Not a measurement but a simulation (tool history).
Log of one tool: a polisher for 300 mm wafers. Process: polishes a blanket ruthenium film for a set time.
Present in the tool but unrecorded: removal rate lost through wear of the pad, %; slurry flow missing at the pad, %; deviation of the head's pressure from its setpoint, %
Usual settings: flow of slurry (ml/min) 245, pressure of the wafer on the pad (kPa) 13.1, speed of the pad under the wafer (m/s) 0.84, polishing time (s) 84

run   hour  flow of slurry (ml/min)  pressure of the wafer on the pad (kPa)  speed of the pad under the wafer (m/s)  polishing time (s)  wafers since the last listed run  wafers polished on this pad  hours since the slurry nozzle was cleaned  hours since the head pressure was calibrated  incoming thickness of the incoming film, nm  film removed (Å)
  1      0                      245                                    13.1                                    0.94                  84                                 0                          177                                      358.1                                         206.9                                        543.4               832
  2    6.6                      245                                    13.1                                    0.94                  84                                72                          249                                      364.7                                         213.5                                        541.5               800
  3   23.8                      300                                    13.1                                    0.84                  84                               189                          439                                      381.9                                         230.7                                        538.3               766
  4   34.8                      300                                    13.1                                    0.84                  84                               121                          561                                      392.9                                         241.7                                        530.4               764
  5   49.7                      300                                    13.1                                    0.84                  84                               164                          725                                      407.8                                         256.6                                        540.8               746
      60.8  -- worn pad replaced by a new one
  6   61.3                      245                                    13.1                                    0.84                  84                                83                            6                                      419.4                                         268.2                                        546.5               730
  7   74.1                      245                                    13.1                                    0.84                  84                               141                          147                                      432.2                                           281                                        529.7               723
  8   83.2                      245                                    13.1                                    0.84                  84                               100                          247                                      441.3                                         290.1                                        539.8               719
  9   90.4                      245                                    13.1                                    0.84                 107                                79                          327                                      448.5                                         297.3                                        538.3               907
      99.8  -- slurry nozzle cleaned
 10  108.2                      245                                    13.1                                    0.84                 107                               185                          512                                        8.4                                         315.1                                        538.5               930
 11  120.5                      245                                    13.1                                    0.94                  84                               135                          648                                       20.7                                         327.4                                        547.2               802
 12  129.3                      245                                    15.9                                    0.98                  96                                97                          745                                       29.5                                         336.2                                        541.1              1073
     135.2  -- head pressure recalibrated
 13  136.7                      245                                      11                                    0.84                  70                                59                          805                                       36.9                                           1.5                                          547               584
     144.6  -- worn pad replaced by a new one
 14  151.9                      245                                    13.1                                    0.84                  84                               123                           80                                       52.1                                          16.7                                        530.2               781
 15  158.3                      245                                    13.1                                    0.94                  84                                70                          150                                       58.5                                          23.1                                        545.2               879
 16  165.1                      245                                    13.1                                    0.84                  61                                75                          225                                       65.3                                          29.9                                        541.4               587
 17  176.3                      245                                     9.7                                    0.84                  84                               123                          349                                       76.5                                          41.1                                        537.7               627
 18  188.7                      315                                    11.7                                    0.54                  71                               136                          486                                       88.9                                          53.5                                        539.2               477
     213.3  -- worn pad replaced by a new one
 19  233.8                      245                                    13.1                                    0.84                  57                               453                          226                                        134                                          98.6                                        531.4               521
 20    245                      245                                    15.9                                    0.98                  96                               123                          350                                      145.2                                         109.8                                        538.1              1149

Below are 3 alternative next runs, each starting from the tool's condition after run 20. Predict each:
  A  245.4                      245                                    13.1                                    0.84                 100                                 4                          354                                      145.6                                         110.2                                        539.5                 ?
  B  245.4                      195                                    14.5                                    0.92                  95                                 4                          354                                      145.6                                         110.2                                        539.5                 ?
  C  245.4                      315                                     9.7                                    0.56                  84                                 4                          354                                      145.6                                         110.2                                        539.5                 ?

run  film removed (Å)
  A               909
  B               967
  C               479
Without the tool's hidden state the same runs would have given:
run  film removed (Å)
  A               927
  B               985
  C               489

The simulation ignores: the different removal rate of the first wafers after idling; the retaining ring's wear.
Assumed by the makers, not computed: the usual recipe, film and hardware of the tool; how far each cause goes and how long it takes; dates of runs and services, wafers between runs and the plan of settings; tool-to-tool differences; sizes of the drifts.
